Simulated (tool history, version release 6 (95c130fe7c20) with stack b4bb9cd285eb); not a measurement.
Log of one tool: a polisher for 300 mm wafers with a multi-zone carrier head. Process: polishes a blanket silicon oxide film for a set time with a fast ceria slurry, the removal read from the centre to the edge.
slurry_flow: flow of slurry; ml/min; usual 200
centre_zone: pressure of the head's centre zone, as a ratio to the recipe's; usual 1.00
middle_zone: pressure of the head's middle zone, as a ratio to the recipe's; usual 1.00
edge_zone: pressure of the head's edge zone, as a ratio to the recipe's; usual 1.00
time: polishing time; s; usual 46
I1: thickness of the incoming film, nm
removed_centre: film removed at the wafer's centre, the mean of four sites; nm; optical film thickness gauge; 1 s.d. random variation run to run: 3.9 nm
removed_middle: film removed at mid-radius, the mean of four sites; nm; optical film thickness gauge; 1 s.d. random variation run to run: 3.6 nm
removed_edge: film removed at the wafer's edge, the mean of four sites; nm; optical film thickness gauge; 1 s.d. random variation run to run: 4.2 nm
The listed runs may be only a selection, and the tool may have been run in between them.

Run 1, hour 0.0: usual settings; I1 3292.2. Result: removed_centre 339.2 nm, removed_middle 335.1 nm, removed_edge 343.3 nm.
Run 2, hour 7.2: usual settings; I1 3242.1. Result: removed_centre 332.8 nm, removed_middle 334.3 nm, removed_edge 333.1 nm.
Run 3, hour 22.2: usual settings; I1 3212.2. Result: removed_centre 327.3 nm, removed_middle 335.5 nm, removed_edge 339.9 nm.
Run 4, hour 39.9: usual settings; I1 3239.5. Result: removed_centre 338.9 nm, removed_middle 326.5 nm, removed_edge 333.2 nm.
Run 5, hour 48.8: usual settings; I1 3209.1. Result: removed_centre 331.3 nm, removed_middle 328.8 nm, removed_edge 330.1 nm.
At hour 58.2: carrier head's membrane replaced by a new one.
Run 6, hour 60.2: usual settings; I1 3260.2. Result: removed_centre 337.1 nm, removed_middle 330.6 nm, removed_edge 340.2 nm.
At hour 67.5: worn pad replaced by a new one.
Run 7, hour 69.6: usual settings; I1 3250.0. Result: removed_centre 359.0 nm, removed_middle 359.5 nm, removed_edge 360.9 nm.
Run 8, hour 79.0: usual settings; I1 3210.0. Result: removed_centre 346.8 nm, removed_middle 348.6 nm, removed_edge 351.9 nm.
At hour 84.9: slurry nozzle cleaned.
At hour 89.9: centre zone pressure recalibrated.
Run 9, hour 92.5: usual settings but slurry_flow 165 ml/min, centre_zone 1.07, edge_zone 1.05; I1 3260.7. Result: removed_centre 365.1 nm, removed_middle 336.4 nm, removed_edge 343.0 nm.
Run 10, hour 109.2: usual settings; I1 3262.7. Result: removed_centre 346.4 nm, removed_middle 339.6 nm, removed_edge 348.1 nm.
At hour 114.3: edge zone pressure recalibrated.
Run 11, hour 116.9: usual settings but slurry_flow 240 ml/min, centre_zone 1.11, middle_zone 0.90, time 31 s; I1 3276.7. Result: removed_centre 269.0 nm, removed_middle 217.0 nm, removed_edge 232.9 nm.
Run 12, hour 127.0: usual settings but centre_zone 1.04, middle_zone 0.91, edge_zone 1.06, time 54 s; I1 3229.7. Result: removed_centre 410.9 nm, removed_middle 366.3 nm, removed_edge 417.9 nm.
Run 13, hour 134.1: usual settings but edge_zone 0.88, time 60 s; I1 3257.1. Result: removed_centre 444.9 nm, removed_middle 442.4 nm, removed_edge 425.7 nm.
Run 14, hour 149.1: usual settings but centre_zone 1.10, time 39 s; I1 3234.1. Result: removed_centre 313.3 nm, removed_middle 283.5 nm, removed_edge 286.4 nm.

Predict each of these 3 candidate next runs independently; none follows another, all start after run 14:
Run A, hour 149.5: usual settings but slurry_flow 235 ml/min; I1 3183.1. Result: removed_centre ?, removed_middle ?, removed_edge ?.
Run B, hour 149.5: usual settings but centre_zone 1.06, edge_zone 1.05, time 57 s; I1 3183.1. Result: removed_centre ?, removed_middle ?, removed_edge ?.
Run C, hour 149.5: usual settings but middle_zone 1.07; I1 3183.1. Result: removed_centre ?, removed_middle ?, removed_edge ?.

run  removed_centre  removed_middle  removed_edge
  A           350.6           344.4         342.8
  B           448.8           416.8         427.5
  C           341.7           353.9         336.6
The same runs, with their run-to-run variation unchanged, on a tool lacking any hidden condition would have given:
run  removed_centre  removed_middle  removed_edge
  A           372.5           366.0         364.3
  B           476.9           442.8         454.3
  C           363.0           376.1         357.7

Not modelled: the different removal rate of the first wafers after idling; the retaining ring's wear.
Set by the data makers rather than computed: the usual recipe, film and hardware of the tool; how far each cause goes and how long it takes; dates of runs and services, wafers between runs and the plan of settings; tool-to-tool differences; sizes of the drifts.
